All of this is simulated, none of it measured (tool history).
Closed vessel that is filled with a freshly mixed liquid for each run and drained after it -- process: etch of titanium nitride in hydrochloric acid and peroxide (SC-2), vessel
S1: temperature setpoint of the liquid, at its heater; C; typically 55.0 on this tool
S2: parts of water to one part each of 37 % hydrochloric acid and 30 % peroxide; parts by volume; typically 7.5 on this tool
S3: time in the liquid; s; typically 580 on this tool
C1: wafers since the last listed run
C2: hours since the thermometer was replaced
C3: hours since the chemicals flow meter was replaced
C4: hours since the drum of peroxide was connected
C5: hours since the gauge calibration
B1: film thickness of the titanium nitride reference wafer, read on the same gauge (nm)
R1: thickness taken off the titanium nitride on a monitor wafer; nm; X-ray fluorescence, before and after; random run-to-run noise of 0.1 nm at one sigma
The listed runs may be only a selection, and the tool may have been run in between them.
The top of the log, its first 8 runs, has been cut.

run	hour	S1	S2	S3	C1	C2	C3	C4	C5	B1	R1
9	196.2	55.0	7.5	430	3147	2787.8	1799.3	821.8	44.6	30.01	14.04
10	210.0	55.0	7.5	580	1296	2801.6	1813.1	835.6	58.4	30.01	18.92
11	223.2	51.0	8.5	580	1240	2814.8	1826.3	848.8	71.6	30.02	13.07
12	240.8	46.0	7.5	580	1653	2832.4	1843.9	866.4	89.2	30.00	10.48
13	258.7	50.5	7.5	875	1681	2850.3	1861.8	884.3	107.1	29.99	21.31
14	277.6	51.0	7.5	580	1775	2869.2	1880.7	903.2	126.0	29.99	14.67
15	307.0	48.5	11.5	810	2761	2898.6	1910.1	932.6	155.4	30.01	12.03
# hour 321.5: chemicals flow meter replaced
16	322.7	63.0	7.5	730	1380	2914.3	1.2	948.3	171.1	30.00	42.68
17	339.2	49.0	7.5	290	1550	2930.8	17.7	964.8	187.6	30.00	6.90
# hour 364.9: new drum of peroxide connected
18	383.2	60.5	7.5	580	4039	2974.8	61.7	18.3	231.6	29.99	28.49
# hour 393.3: thermometer replaced
19	397.8	49.0	7.5	290	1277	4.5	76.3	32.9	246.2	30.00	5.62
20	417.0	55.0	5.0	580	1803	23.7	95.5	52.1	265.4	30.01	22.99
21	437.2	51.5	7.5	675	1897	43.9	115.7	72.3	285.6	30.01	15.44
22	469.7	60.5	7.5	770	3053	76.4	148.2	104.8	318.1	29.97	31.72
23	481.7	55.0	4.0	580	1127	88.4	160.2	116.8	330.1	30.00	26.63
24	499.9	55.0	10.0	350	1709	106.6	178.4	135.0	348.3	30.00	7.98
25	518.8	50.5	9.0	580	1775	125.5	197.3	153.9	367.2	29.99	10.67
26	535.7	57.5	5.0	245	1587	142.4	214.2	170.8	384.1	30.01	11.33
27	547.9	55.0	7.5	580	1146	154.6	226.4	183.0	396.3	29.98	16.85
28	578.8	46.5	7.5	715	2902	185.5	257.3	213.9	427.2	29.99	11.91
29	601.7	55.0	7.5	580	2151	208.4	280.2	236.8	450.1	29.99	16.89
30	631.8	59.5	9.5	350	2827	238.5	310.3	266.9	480.2	30.00	11.06

Alternative continuations, all from the tool just after run 30; predict every row:
A	632.6	55.0	7.5	580	75	239.3	311.1	267.7	481.0	?	?
B	632.6	55.0	6.0	580	75	239.3	311.1	267.7	481.0	?	?
C	632.6	48.0	10.0	715	75	239.3	311.1	267.7	481.0	?	?

run	B1	R1
A	29.98	16.87
B	29.98	20.07
C	29.98	10.36
The same runs, with their run-to-run variation unchanged, on a tool lacking any hidden condition would have given:
run	R1
A	17.07
B	20.27
C	10.49
